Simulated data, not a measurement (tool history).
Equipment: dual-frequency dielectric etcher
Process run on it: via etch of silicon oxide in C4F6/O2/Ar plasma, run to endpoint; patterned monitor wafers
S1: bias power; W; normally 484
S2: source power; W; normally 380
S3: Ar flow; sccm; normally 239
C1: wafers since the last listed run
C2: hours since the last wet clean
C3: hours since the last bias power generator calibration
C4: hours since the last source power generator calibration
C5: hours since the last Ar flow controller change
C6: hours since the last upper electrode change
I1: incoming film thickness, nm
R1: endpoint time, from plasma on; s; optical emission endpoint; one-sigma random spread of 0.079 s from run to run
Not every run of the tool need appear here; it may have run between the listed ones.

run,hour,S1,S2,S3,C1,C2,C3,C4,C5,C6,I1,R1
1,0.0,484,380,239,0,296.6,1366.2,3816.1,2425.1,2983.8,82.9,18.9
2,10.5,484,380,239,156,307.1,1376.7,3826.6,2435.6,2994.3,83.1,18.8
3,24.6,484,380,239,209,321.2,1390.8,3840.7,2449.7,3008.4,83.0,19.0
4,34.4,484,380,239,145,331.0,1400.6,3850.5,2459.5,3018.2,83.9,19.3
5,50.2,484,380,239,234,346.8,1416.4,3866.3,2475.3,3034.0,82.7,18.8
6,57.4,540,380,239,107,354.0,1423.6,3873.5,2482.5,3041.2,83.2,18.3
7,64.7,540,380,239,108,361.3,1430.9,3880.8,2489.8,3048.5,83.3,18.3
8,82.3,484,380,239,261,378.9,1448.5,3898.4,2507.4,3066.1,83.5,19.3
# hour 123.0: upper electrode replaced, of another model than before
# hour 128.3: bias power generator calibrated
# hour 128.6: Ar flow controller replaced
# hour 142.5: wet clean of the chamber
9,143.0,484,380,239,274,0.5,14.7,3959.1,14.4,20.0,82.6,18.2
10,143.6,484,380,239,8,1.1,15.3,3959.7,15.0,20.6,83.1,18.4
11,154.3,533,380,272,159,11.8,26.0,3970.4,25.7,31.3,83.9,18.3
12,164.8,533,380,272,156,22.3,36.5,3980.9,36.2,41.8,84.0,18.2
13,173.5,414,410,179,129,31.0,45.2,3989.6,44.9,50.5,83.9,18.7
14,187.4,484,380,239,206,44.9,59.1,4003.5,58.8,64.4,83.2,18.3
15,202.1,484,440,239,218,59.6,73.8,4018.2,73.5,79.1,83.4,18.0
16,208.6,484,380,239,96,66.1,80.3,4024.7,80.0,85.6,83.6,18.6
17,225.8,530,340,181,255,83.3,97.5,4041.9,97.2,102.8,83.9,18.5
# hour 243.6: source power generator calibrated
18,244.1,527,380,239,212,101.6,115.8,0.5,115.5,121.1,83.3,18.1
19,250.7,530,340,181,98,108.2,122.4,7.1,122.1,127.7,83.2,18.3
20,257.9,579,460,239,107,115.4,129.6,14.3,129.3,134.9,84.0,17.0
21,268.5,484,380,239,157,126.0,140.2,24.9,139.9,145.5,84.6,19.0
22,284.6,595,380,239,239,142.1,156.3,41.0,156.0,161.6,82.6,17.5
23,296.5,535,450,197,176,154.0,168.2,52.9,167.9,173.5,83.8,17.5
24,313.1,366,440,239,246,170.6,184.8,69.5,184.5,190.1,82.8,19.4
25,319.6,484,410,256,96,177.1,191.3,76.0,191.0,196.6,84.0,18.7

Each row is a separate what-if for the run after 25, all from the same tool condition, not one after another. Results?
A,320.0,484,380,239,5,177.5,191.7,76.4,191.4,197.0,83.1,?
B,320.0,381,380,239,5,177.5,191.7,76.4,191.4,197.0,83.1,?
C,320.0,604,380,220,5,177.5,191.7,76.4,191.4,197.0,83.1,?
D,320.0,576,340,184,5,177.5,191.7,76.4,191.4,197.0,83.1,?
E,320.0,484,380,203,5,177.5,191.7,76.4,191.4,197.0,83.1,?

run,R1
A,18.8
B,19.9
C,17.6
D,18.0
E,18.5
Without the tool's hidden state the same runs would have given:
run,R1
A,18.4
B,19.5
C,17.2
D,17.7
E,18.2
